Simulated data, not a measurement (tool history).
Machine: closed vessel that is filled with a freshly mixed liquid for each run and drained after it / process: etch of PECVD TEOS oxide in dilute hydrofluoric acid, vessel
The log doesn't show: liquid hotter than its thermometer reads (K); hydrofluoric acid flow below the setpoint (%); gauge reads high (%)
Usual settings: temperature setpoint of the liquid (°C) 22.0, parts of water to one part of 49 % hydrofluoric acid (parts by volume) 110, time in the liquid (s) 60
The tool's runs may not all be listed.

run	day	temperature setpoint of the liquid (°C)	parts of water to one part of 49 % hydrofluoric acid (parts by volume)	time in the liquid (s)	wafers since the last listed run	hours since the thermometer was replaced	hours since the hydrofluoric acid flow meter was replaced	hours since the gauge calibration	read-back film thickness of the PECVD TEOS oxide reference wafer, read on the same gauge (nm)	thickness taken off the PECVD TEOS oxide on a monitor wafer (angstrom)
1	0.000	22.0	110	60	0	1945.7	210.1	228.4	110.00	154.5
2	2.317	22.0	110	60	3561	2001.3	265.7	284.0	109.99	155.0
3	4.138	22.0	110	60	2799	2045.0	309.4	327.7	110.01	155.8
4	5.588	22.0	110	60	2229	2079.8	344.2	362.5	109.98	155.7
5	8.017	22.0	110	60	3734	2138.1	402.5	420.8	110.01	155.9
6	9.350	22.0	110	60	2049	2170.1	434.5	452.8	110.01	155.7
7	10.733	19.5	110	40	2126	2203.3	467.7	486.0	109.98	94.4
8	13.267	19.5	110	40	3894	2264.1	528.5	546.8	110.01	93.5
9	14.383	22.0	110	45	1716	2290.9	555.3	573.6	109.98	116.5
10	19.712	22.0	110	45	8193	2418.8	683.2	701.5	109.99	116.4
11	22.096	20.5	95	60	3664	2476.0	740.4	758.7	109.96	172.9
12	23.471	20.5	95	60	2114	2509.0	773.4	791.7	110.00	172.4
# day 24.908: thermometer replaced
13	26.033	20.5	95	60	3875	27.0	834.9	853.2	109.99	158.6
# day 26.125: hydrofluoric acid flow meter replaced
14	28.421	19.5	135	60	3606	84.3	55.1	910.5	110.03	105.4
15	31.192	22.0	110	45	4260	150.8	121.6	977.0	110.03	109.7
16	32.596	20.5	80	80	2158	184.5	155.3	1010.7	109.98	261.4
17	34.608	19.5	65	85	3094	232.8	203.6	1059.0	110.01	333.6
18	38.158	26.5	110	60	5458	318.0	288.8	1144.2	110.01	174.2
19	40.946	22.0	130	40	4285	384.9	355.7	1211.1	110.03	80.9
20	49.683	22.0	110	45	13433	594.6	565.4	1420.8	110.02	109.6
# day 49.862: gauge calibrated
21	51.017	17.5	140	40	2049	626.6	597.4	27.7	110.02	61.4
22	52.696	27.0	110	60	2581	666.9	637.7	68.0	110.04	176.7
23	53.979	22.0	110	60	1973	697.7	668.5	98.8	109.97	147.3
24	56.508	17.5	110	60	3888	758.4	729.2	159.5	109.93	121.9
25	59.171	22.0	65	60	4093	822.3	793.1	223.4	109.99	262.3
# day 59.912: hydrofluoric acid flow meter replaced
26	60.792	22.0	110	60	2427	861.2	21.1	262.3	109.97	149.5
27	63.000	19.5	110	40	3395	914.2	74.1	315.3	110.01	89.6
28	64.342	24.0	110	60	2062	946.4	106.3	347.5	110.01	161.9

Below are 4 alternative next runs, each starting from the tool's condition after run 28. Predict each:
A	64.371	22.0	110	60	44	947.1	107.0	348.2	?	?
B	64.371	26.5	95	60	44	947.1	107.0	348.2	?	?
C	64.371	20.0	110	60	44	947.1	107.0	348.2	?	?
D	64.371	22.0	110	35	44	947.1	107.0	348.2	?	?

run	read-back film thickness of the PECVD TEOS oxide reference wafer, read on the same gauge (nm)	thickness taken off the PECVD TEOS oxide on a monitor wafer (angstrom)
A	110.01	149.6
B	110.01	210.5
C	110.01	138.0
D	110.01	87.3
The same runs, with their run-to-run variation unchanged, on a tool lacking any hidden condition would have given:
run	thickness taken off the PECVD TEOS oxide on a monitor wafer (angstrom)
A	145.8
B	205.4
C	134.5
D	85.1

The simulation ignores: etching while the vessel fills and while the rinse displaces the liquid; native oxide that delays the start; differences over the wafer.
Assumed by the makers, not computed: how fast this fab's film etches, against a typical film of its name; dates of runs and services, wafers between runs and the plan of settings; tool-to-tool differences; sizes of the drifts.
